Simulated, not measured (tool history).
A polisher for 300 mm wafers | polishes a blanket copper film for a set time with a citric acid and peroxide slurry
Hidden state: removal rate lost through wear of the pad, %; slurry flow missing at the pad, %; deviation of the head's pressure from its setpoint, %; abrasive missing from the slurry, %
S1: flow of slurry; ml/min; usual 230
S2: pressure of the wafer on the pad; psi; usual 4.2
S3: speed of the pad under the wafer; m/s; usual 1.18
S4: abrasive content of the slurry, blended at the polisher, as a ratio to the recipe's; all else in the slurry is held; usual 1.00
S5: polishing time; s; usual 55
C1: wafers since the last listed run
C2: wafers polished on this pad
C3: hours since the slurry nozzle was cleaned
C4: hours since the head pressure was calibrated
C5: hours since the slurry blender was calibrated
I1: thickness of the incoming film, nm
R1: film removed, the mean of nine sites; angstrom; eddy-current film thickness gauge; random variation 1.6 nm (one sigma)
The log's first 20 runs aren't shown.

Run 21, day 71.250: usual settings but S1 190 ml/min; C1 653; C2 9158; C3 241.5; C4 187.9; C5 559.8; I1 1228.0. Result: R1 2218 angstrom.
At day 71.538: worn pad replaced by a new one.
Run 22, day 75.071: usual settings but S1 295 ml/min; C1 1082; C2 1046; C3 333.2; C4 279.6; C5 651.5; I1 1197.5. Result: R1 2319 angstrom.
Run 23, day 78.442: usual settings but S3 1.48 m/s; C1 998; C2 2045; C3 414.1; C4 360.5; C5 732.4; I1 1198.6. Result: R1 2911 angstrom.
At day 79.558: slurry blender recalibrated.
Run 24, day 80.992: usual settings; C1 730; C2 2776; C3 475.3; C4 421.7; C5 34.4; I1 1216.2. Result: R1 2316 angstrom.
Run 25, day 84.258: usual settings but S1 160 ml/min, S2 3.6 psi, S4 0.70; C1 968; C2 3744; C3 553.7; C4 500.1; C5 112.8; I1 1225.9. Result: R1 1811 angstrom.
Run 26, day 86.033: usual settings but S2 3.1 psi, S4 1.20, S5 60 s; C1 526; C2 4270; C3 596.3; C4 542.7; C5 155.4; I1 1239.2. Result: R1 1980 angstrom.
Run 27, day 88.754: usual settings but S5 66 s; C1 806; C2 5077; C3 661.6; C4 608.0; C5 220.7; I1 1216.9. Result: R1 2816 angstrom.
Run 28, day 90.550: usual settings but S1 185 ml/min, S2 4.6 psi, S5 66 s; C1 532; C2 5609; C3 704.7; C4 651.1; C5 263.8; I1 1231.3. Result: R1 3032 angstrom.
At day 92.112: slurry nozzle cleaned.
Run 29, day 93.242: usual settings; C1 785; C2 6394; C3 27.1; C4 715.7; C5 328.4; I1 1215.8. Result: R1 2371 angstrom.
Run 30, day 95.262: usual settings but S5 70 s; C1 598; C2 6993; C3 75.6; C4 764.2; C5 376.9; I1 1243.7. Result: R1 3029 angstrom.

Forecast each of these 4 alternatives for the next run:
Run A, day 95.279: usual settings; C1 4; C2 6998; C3 76.0; C4 764.6; C5 377.3; I1 1224.4. Result: R1 ?.
Run B, day 95.279: usual settings but S2 3.0 psi, S5 71 s; C1 4; C2 6998; C3 76.0; C4 764.6; C5 377.3; I1 1224.4. Result: R1 ?.
Run C, day 95.279: usual settings but S1 305 ml/min, S5 38 s; C1 4; C2 6998; C3 76.0; C4 764.6; C5 377.3; I1 1224.4. Result: R1 ?.
Run D, day 95.279: usual settings but S1 260 ml/min; C1 4; C2 6998; C3 76.0; C4 764.6; C5 377.3; I1 1224.4. Result: R1 ?.

run    R1
  A  2408
  B  2235
  C  1698
  D  2430
Without the tool's hidden state the same runs would have given:
run    R1
  A  2223
  B  2064
  C  1568
  D  2244

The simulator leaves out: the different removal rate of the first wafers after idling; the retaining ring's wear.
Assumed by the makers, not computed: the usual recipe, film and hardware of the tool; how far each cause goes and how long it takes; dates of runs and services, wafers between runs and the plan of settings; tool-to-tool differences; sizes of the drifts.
